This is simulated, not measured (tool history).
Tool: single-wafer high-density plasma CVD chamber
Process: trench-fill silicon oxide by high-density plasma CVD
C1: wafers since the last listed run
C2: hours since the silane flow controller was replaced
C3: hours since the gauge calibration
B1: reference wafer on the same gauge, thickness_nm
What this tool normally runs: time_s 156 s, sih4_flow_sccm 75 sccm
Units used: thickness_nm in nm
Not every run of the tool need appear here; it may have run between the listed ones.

Run 1, hour 0.0: usual settings but time_s 137 s, sih4_flow_sccm 85 sccm; C1 0; C2 1341.5; C3 1041.5; B1 1260.076. Result: thickness_nm 1143.070 nm.
Run 2, hour 218.3: usual settings but time_s 137 s, sih4_flow_sccm 85 sccm; C1 2667; C2 1559.8; C3 1259.8; B1 1260.514. Result: thickness_nm 1137.131 nm.
Run 3, hour 318.8: usual settings; C1 1227; C2 1660.3; C3 1360.3; B1 1260.123. Result: thickness_nm 1168.759 nm.
Run 4, hour 615.9: usual settings; C1 3629; C2 1957.4; C3 1657.4; B1 1259.792. Result: thickness_nm 1163.059 nm.
At hour 625.5: silane flow controller replaced.
Run 5, hour 688.4: usual settings; C1 788; C2 62.9; C3 1729.9; B1 1260.698. Result: thickness_nm 1181.838 nm.
Run 6, hour 748.4: usual settings; C1 733; C2 122.9; C3 1789.9; B1 1258.814. Result: thickness_nm 1182.753 nm.
Run 7, hour 797.0: usual settings but sih4_flow_sccm 82 sccm; C1 593; C2 171.5; C3 1838.5; B1 1259.941. Result: thickness_nm 1267.818 nm.
Run 8, hour 899.8: usual settings but sih4_flow_sccm 82 sccm; C1 1255; C2 274.3; C3 1941.3; B1 1260.093. Result: thickness_nm 1264.247 nm.
Run 9, hour 998.7: usual settings but sih4_flow_sccm 82 sccm; C1 1208; C2 373.2; C3 2040.2; B1 1259.648. Result: thickness_nm 1270.390 nm.
At hour 1253.4: gauge calibrated.
Run 10, hour 1293.1: usual settings but time_s 180 s, sih4_flow_sccm 82 sccm; C1 3596; C2 667.6; C3 39.7; B1 1259.527. Result: thickness_nm 1456.708 nm.
Run 11, hour 1364.1: usual settings but time_s 128 s, sih4_flow_sccm 88 sccm; C1 867; C2 738.6; C3 110.7; B1 1260.431. Result: thickness_nm 1101.665 nm.
Run 12, hour 1471.3: usual settings but time_s 143 s; C1 1309; C2 845.8; C3 217.9; B1 1260.068. Result: thickness_nm 1076.483 nm.
Run 13, hour 1576.2: usual settings but time_s 168 s, sih4_flow_sccm 82 sccm; C1 1281; C2 950.7; C3 322.8; B1 1260.095. Result: thickness_nm 1361.411 nm.
Run 14, hour 1642.5: usual settings but time_s 147 s, sih4_flow_sccm 84 sccm; C1 810; C2 1017.0; C3 389.1; B1 1259.807. Result: thickness_nm 1214.270 nm.
Run 15, hour 1684.1: usual settings but time_s 133 s, sih4_flow_sccm 64 sccm; C1 508; C2 1058.6; C3 430.7; B1 1260.032. Result: thickness_nm 881.767 nm.
Run 16, hour 1752.8: usual settings but time_s 129 s; C1 839; C2 1127.3; C3 499.4; B1 1260.479. Result: thickness_nm 966.489 nm.
Run 17, hour 1797.0: usual settings but time_s 137 s, sih4_flow_sccm 85 sccm; C1 540; C2 1171.5; C3 543.6; B1 1260.737. Result: thickness_nm 1141.632 nm.
Run 18, hour 1886.1: usual settings; C1 1088; C2 1260.6; C3 632.7; B1 1259.075. Result: thickness_nm 1169.819 nm.
Run 19, hour 1933.4: usual settings but time_s 169 s, sih4_flow_sccm 70 sccm; C1 577; C2 1307.9; C3 680.0; B1 1259.539. Result: thickness_nm 1205.951 nm.
Run 20, hour 2015.3: usual settings but time_s 147 s, sih4_flow_sccm 71 sccm; C1 1000; C2 1389.8; C3 761.9; B1 1259.736. Result: thickness_nm 1059.392 nm.

4 ways to go on from here, each from the tool as it stands after run 20. What would each give?
Run A, hour 2015.7: usual settings but sih4_flow_sccm 88 sccm; C1 4; C2 1390.2; C3 762.3; B1 ?. Result: thickness_nm ?.
Run B, hour 2015.7: usual settings but time_s 166 s; C1 4; C2 1390.2; C3 762.3; B1 ?. Result: thickness_nm ?.
Run C, hour 2015.7: usual settings but time_s 131 s; C1 4; C2 1390.2; C3 762.3; B1 ?. Result: thickness_nm ?.
Run D, hour 2015.7: usual settings but time_s 174 s, sih4_flow_sccm 85 sccm; C1 4; C2 1390.2; C3 762.3; B1 ?. Result: thickness_nm ?.

run        B1  thickness_nm
  A  1260.853      1333.635
  B  1260.853      1246.642
  C  1260.853       983.796
  D  1260.853      1445.794
Stripped of hidden state, with their random variation kept, the same runs would have yielded:
run  thickness_nm
  A      1352.304
  B      1264.092
  C       997.567
  D      1466.033
